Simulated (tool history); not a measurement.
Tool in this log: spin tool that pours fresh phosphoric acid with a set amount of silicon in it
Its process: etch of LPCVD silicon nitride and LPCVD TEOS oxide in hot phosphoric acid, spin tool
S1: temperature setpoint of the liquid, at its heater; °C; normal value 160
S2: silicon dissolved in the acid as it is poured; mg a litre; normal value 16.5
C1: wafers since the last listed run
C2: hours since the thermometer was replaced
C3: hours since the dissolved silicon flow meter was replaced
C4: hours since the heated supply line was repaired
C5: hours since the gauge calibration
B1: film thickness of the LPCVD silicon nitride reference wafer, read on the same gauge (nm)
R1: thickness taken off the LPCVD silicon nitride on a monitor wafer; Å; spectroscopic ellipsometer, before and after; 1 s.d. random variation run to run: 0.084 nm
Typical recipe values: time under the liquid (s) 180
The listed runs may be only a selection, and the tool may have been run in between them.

{"run": 1, "hour": 0.0, "S1": 160, "S2": 16.5, "time under the liquid (s)": 180, "C1": 0, "C2": 1831.9, "C3": 1412.4, "C4": 1076.2, "C5": 334.9, "B1": 60.01, "R1": 172.9}
{"run": 2, "hour": 36.3, "S1": 160, "S2": 16.5, "time under the liquid (s)": 180, "C1": 277, "C2": 1868.2, "C3": 1448.7, "C4": 1112.5, "C5": 371.2, "B1": 60.01, "R1": 173}
{"run": 3, "hour": 103.3, "S1": 160, "S2": 16.5, "time under the liquid (s)": 180, "C1": 511, "C2": 1935.2, "C3": 1515.7, "C4": 1179.5, "C5": 438.2, "B1": 59.99, "R1": 172.5}
{"run": 4, "hour": 159.1, "S1": 160, "S2": 16.5, "time under the liquid (s)": 180, "C1": 426, "C2": 1991, "C3": 1571.5, "C4": 1235.3, "C5": 494, "B1": 60, "R1": 173.4}
{"run": 5, "hour": 193.2, "S1": 161, "S2": 16.5, "time under the liquid (s)": 180, "C1": 260, "C2": 2025.1, "C3": 1605.6, "C4": 1269.4, "C5": 528.1, "B1": 60.02, "R1": 176.1}
{"run": 6, "hour": 246.8, "S1": 161, "S2": 16.5, "time under the liquid (s)": 180, "C1": 409, "C2": 2078.7, "C3": 1659.2, "C4": 1323, "C5": 581.7, "B1": 60.03, "R1": 177.4}
{"run": 7, "hour": 290.5, "S1": 160, "S2": 16.5, "time under the liquid (s)": 180, "C1": 333, "C2": 2122.4, "C3": 1702.9, "C4": 1366.7, "C5": 625.4, "B1": 59.97, "R1": 172.4}
{"run": 8, "hour": 317.4, "S1": 160, "S2": 16.5, "time under the liquid (s)": 180, "C1": 205, "C2": 2149.3, "C3": 1729.8, "C4": 1393.6, "C5": 652.3, "B1": 59.99, "R1": 172}
{"hour": 362.7, "done": "heated supply line repaired"}
{"run": 9, "hour": 369.1, "S1": 160, "S2": 16.5, "time under the liquid (s)": 180, "C1": 387, "C2": 2201, "C3": 1781.5, "C4": 6.4, "C5": 704, "B1": 60, "R1": 177.5}
{"run": 10, "hour": 414.1, "S1": 160, "S2": 9, "time under the liquid (s)": 180, "C1": 343, "C2": 2246, "C3": 1826.5, "C4": 51.4, "C5": 749, "B1": 59.99, "R1": 177}
{"run": 11, "hour": 474.4, "S1": 163, "S2": 4.5, "time under the liquid (s)": 75, "C1": 460, "C2": 2306.3, "C3": 1886.8, "C4": 111.7, "C5": 809.3, "B1": 59.99, "R1": 81.5}
{"run": 12, "hour": 504.9, "S1": 162, "S2": 16.5, "time under the liquid (s)": 275, "C1": 232, "C2": 2336.8, "C3": 1917.3, "C4": 142.2, "C5": 839.8, "B1": 59.99, "R1": 285.5}
{"hour": 551.1, "done": "gauge calibrated"}
{"hour": 552.9, "done": "thermometer replaced"}
{"run": 13, "hour": 560.3, "S1": 162, "S2": 9.5, "time under the liquid (s)": 180, "C1": 415, "C2": 7.4, "C3": 1972.7, "C4": 197.6, "C5": 9.2, "B1": 59.98, "R1": 182.2}
{"run": 14, "hour": 601.2, "S1": 160, "S2": 12.5, "time under the liquid (s)": 265, "C1": 312, "C2": 48.3, "C3": 2013.6, "C4": 238.5, "C5": 50.1, "B1": 59.99, "R1": 250.8}
{"hour": 671.9, "done": "dissolved silicon flow meter replaced"}
{"run": 15, "hour": 725.1, "S1": 160, "S2": 16.5, "time under the liquid (s)": 180, "C1": 938, "C2": 172.2, "C3": 53.2, "C4": 362.4, "C5": 174, "B1": 59.99, "R1": 169.6}
{"run": 16, "hour": 792.8, "S1": 161.5, "S2": 16.5, "time under the liquid (s)": 180, "C1": 517, "C2": 239.9, "C3": 120.9, "C4": 430.1, "C5": 241.7, "B1": 59.98, "R1": 177.8}
{"run": 17, "hour": 1003.2, "S1": 162, "S2": 16.5, "time under the liquid (s)": 275, "C1": 1607, "C2": 450.3, "C3": 331.3, "C4": 640.5, "C5": 452.1, "B1": 60, "R1": 278.8}
{"run": 18, "hour": 1051.0, "S1": 158.5, "S2": 7.5, "time under the liquid (s)": 290, "C1": 365, "C2": 498.1, "C3": 379.1, "C4": 688.3, "C5": 499.9, "B1": 59.97, "R1": 257.3}
{"run": 19, "hour": 1119.3, "S1": 158, "S2": 16.5, "time under the liquid (s)": 180, "C1": 521, "C2": 566.4, "C3": 447.4, "C4": 756.6, "C5": 568.2, "B1": 60.01, "R1": 157.9}
{"run": 20, "hour": 1181.8, "S1": 160, "S2": 16.5, "time under the liquid (s)": 180, "C1": 477, "C2": 628.9, "C3": 509.9, "C4": 819.1, "C5": 630.7, "B1": 59.99, "R1": 169.5}
{"run": 21, "hour": 1211.9, "S1": 161, "S2": 16.5, "time under the liquid (s)": 180, "C1": 229, "C2": 659, "C3": 540, "C4": 849.2, "C5": 660.8, "B1": 59.96, "R1": 173.7}
{"run": 22, "hour": 1276.0, "S1": 160, "S2": 16.5, "time under the liquid (s)": 180, "C1": 489, "C2": 723.1, "C3": 604.1, "C4": 913.3, "C5": 724.9, "B1": 59.99, "R1": 169.6}

Predict each of these 4 candidate next runs independently; none follows another, all start after run 22:
{"run": "A", "hour": 1276.5, "S1": 160, "S2": 21, "time under the liquid (s)": 180, "C1": 3, "C2": 723.6, "C3": 604.6, "C4": 913.8, "C5": 725.4, "B1": "?", "R1": "?"}
{"run": "B", "hour": 1276.5, "S1": 162.5, "S2": 24, "time under the liquid (s)": 180, "C1": 3, "C2": 723.6, "C3": 604.6, "C4": 913.8, "C5": 725.4, "B1": "?", "R1": "?"}
{"run": "C", "hour": 1276.5, "S1": 157.5, "S2": 9.5, "time under the liquid (s)": 100, "C1": 3, "C2": 723.6, "C3": 604.6, "C4": 913.8, "C5": 725.4, "B1": "?", "R1": "?"}
{"run": "D", "hour": 1276.5, "S1": 159, "S2": 16.5, "time under the liquid (s)": 135, "C1": 3, "C2": 723.6, "C3": 604.6, "C4": 913.8, "C5": 725.4, "B1": "?", "R1": "?"}

run=A B1=60.01 R1=169.6
run=B B1=60.01 R1=184.4
run=C B1=60.01 R1=86.6
run=D B1=60.01 R1=123
Had the tool no hidden state, the same runs would have come out as:
run=A R1=171.7
run=B R1=186.6
run=C R1=87.6
run=D R1=124.5
